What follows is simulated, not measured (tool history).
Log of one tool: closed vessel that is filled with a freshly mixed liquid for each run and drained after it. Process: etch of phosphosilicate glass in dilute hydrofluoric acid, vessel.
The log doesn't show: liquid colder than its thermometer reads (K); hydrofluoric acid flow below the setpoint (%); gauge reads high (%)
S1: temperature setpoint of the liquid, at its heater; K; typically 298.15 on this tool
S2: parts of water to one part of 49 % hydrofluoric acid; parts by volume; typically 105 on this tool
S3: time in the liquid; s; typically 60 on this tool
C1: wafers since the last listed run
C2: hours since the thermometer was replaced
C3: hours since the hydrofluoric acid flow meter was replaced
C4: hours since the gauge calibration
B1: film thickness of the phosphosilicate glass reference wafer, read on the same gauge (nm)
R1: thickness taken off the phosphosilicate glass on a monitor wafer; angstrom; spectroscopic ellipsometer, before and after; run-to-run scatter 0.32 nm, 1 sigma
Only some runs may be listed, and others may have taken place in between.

| run | hour | S1 | S2 | S3 | C1 | C2 | C3 | C4 | B1 | R1 |
|---|---|---|---|---|---|---|---|---|---|---|
| 1 | 0 | 298.15 | 105 | 60 | 0 | 866.5 | 1290.9 | 403.1 | 59.99 | 483 |
| 2 | 9.6 | 298.15 | 105 | 60 | 1110 | 876.1 | 1300.5 | 412.7 | 60.01 | 480.2 |
| 3 | 18.8 | 298.15 | 105 | 60 | 1064 | 885.3 | 1309.7 | 421.9 | 60.01 | 484.3 |
| 4 | 32.7 | 298.15 | 105 | 60 | 1608 | 899.2 | 1323.6 | 435.8 | 59.98 | 482.6 |
| 5 | 82.3 | 298.15 | 105 | 60 | 5740 | 948.8 | 1373.2 | 485.4 | 59.99 | 476.8 |
| 6 | 97.9 | 295.15 | 105 | 60 | 1805 | 964.4 | 1388.8 | 501 | 60.02 | 425 |
| 7 | 146.5 | 295.15 | 105 | 60 | 5624 | 1013 | 1437.4 | 549.6 | 60 | 424.9 |
| 8 | 162.7 | 295.15 | 105 | 60 | 1874 | 1029.2 | 1453.6 | 565.8 | 60 | 419.5 |
| 9 | 171.9 | 298.15 | 105 | 85 | 1064 | 1038.4 | 1462.8 | 575 | 60 | 665.7 |
|  | 183.1 | gauge calibrated |
| 10 | 187.1 | 298.15 | 105 | 60 | 1759 | 1053.6 | 1478 | 4 | 59.99 | 476.4 |
| 11 | 194.4 | 298.15 | 105 | 75 | 844 | 1060.9 | 1485.3 | 11.3 | 60.01 | 587.8 |
| 12 | 212.2 | 298.15 | 105 | 60 | 2059 | 1078.7 | 1503.1 | 29.1 | 60 | 473 |
| 13 | 229.8 | 298.15 | 105 | 60 | 2036 | 1096.3 | 1520.7 | 46.7 | 60.01 | 471.7 |
| 14 | 235.9 | 295.15 | 105 | 60 | 705 | 1102.4 | 1526.8 | 52.8 | 60 | 418.4 |
| 15 | 253.3 | 298.15 | 105 | 60 | 2013 | 1119.8 | 1544.2 | 70.2 | 60.01 | 468.8 |
|  | 261.1 | thermometer replaced |
| 16 | 261.6 | 301.65 | 65 | 60 | 844 | 0.5 | 1552.5 | 78.5 | 60.01 | 926.4 |
| 17 | 276 | 293.65 | 105 | 60 | 1666 | 14.9 | 1566.9 | 92.9 | 60.01 | 396.9 |
| 18 | 291 | 294.65 | 55 | 30 | 1735 | 29.9 | 1581.9 | 107.9 | 59.98 | 414.1 |
|  | 303.7 | hydrofluoric acid flow meter replaced |
| 19 | 305.6 | 302.15 | 60 | 60 | 1573 | 44.5 | 1.9 | 122.5 | 59.99 | 1154.5 |
| 20 | 311.8 | 298.15 | 90 | 60 | 717 | 50.7 | 8.1 | 128.7 | 59.98 | 636.2 |
| 21 | 329.6 | 298.15 | 85 | 60 | 2059 | 68.5 | 25.9 | 146.5 | 60.01 | 676.3 |
| 22 | 345.5 | 293.65 | 85 | 60 | 1840 | 84.4 | 41.8 | 162.4 | 60 | 571 |
| 23 | 354.9 | 302.65 | 60 | 60 | 1087 | 93.8 | 51.2 | 171.8 | 59.99 | 1181.3 |
| 24 | 371.9 | 298.15 | 105 | 60 | 1967 | 110.8 | 68.2 | 188.8 | 59.98 | 532.4 |
| 25 | 379.2 | 296.15 | 105 | 60 | 844 | 118.1 | 75.5 | 196.1 | 60.02 | 493.7 |
| 26 | 388.4 | 298.15 | 105 | 60 | 1064 | 127.3 | 84.7 | 205.3 | 59.98 | 527.8 |
| 27 | 396.3 | 298.15 | 90 | 40 | 914 | 135.2 | 92.6 | 213.2 | 60.04 | 418.8 |
| 28 | 402.5 | 295.65 | 105 | 40 | 717 | 141.4 | 98.8 | 219.4 | 59.99 | 323.6 |
| 29 | 411.7 | 296.15 | 85 | 40 | 1064 | 150.6 | 108 | 228.6 | 60 | 414.7 |
| 30 | 422.5 | 303.15 | 105 | 60 | 1249 | 161.4 | 118.8 | 239.4 | 60.01 | 641 |
| 31 | 437.5 | 298.15 | 105 | 60 | 1735 | 176.4 | 133.8 | 254.4 | 59.99 | 522.2 |

Below are 5 alternative next runs, each starting from the tool's condition after run 31. Predict each:
| A | 438.2 | 298.15 | 105 | 60 | 81 | 177.1 | 134.5 | 255.1 | ? | ? |
| B | 438.2 | 295.15 | 125 | 50 | 81 | 177.1 | 134.5 | 255.1 | ? | ? |
| C | 438.2 | 302.15 | 120 | 90 | 81 | 177.1 | 134.5 | 255.1 | ? | ? |
| D | 438.2 | 293.65 | 155 | 90 | 81 | 177.1 | 134.5 | 255.1 | ? | ? |
| E | 438.2 | 298.15 | 60 | 60 | 81 | 177.1 | 134.5 | 255.1 | ? | ? |

| run | B1 | R1 |
|---|---|---|
| A | 60.01 | 529.9 |
| B | 60.01 | 321.8 |
| C | 60.01 | 794 |
| D | 60.01 | 425.8 |
| E | 60.01 | 984.3 |
With the hidden condition removed and each run's random variation left untouched, the same runs would have given:
| run | R1 |
|---|---|
| A | 546.2 |
| B | 331.8 |
| C | 819.1 |
| D | 439.3 |
| E | 1013.1 |
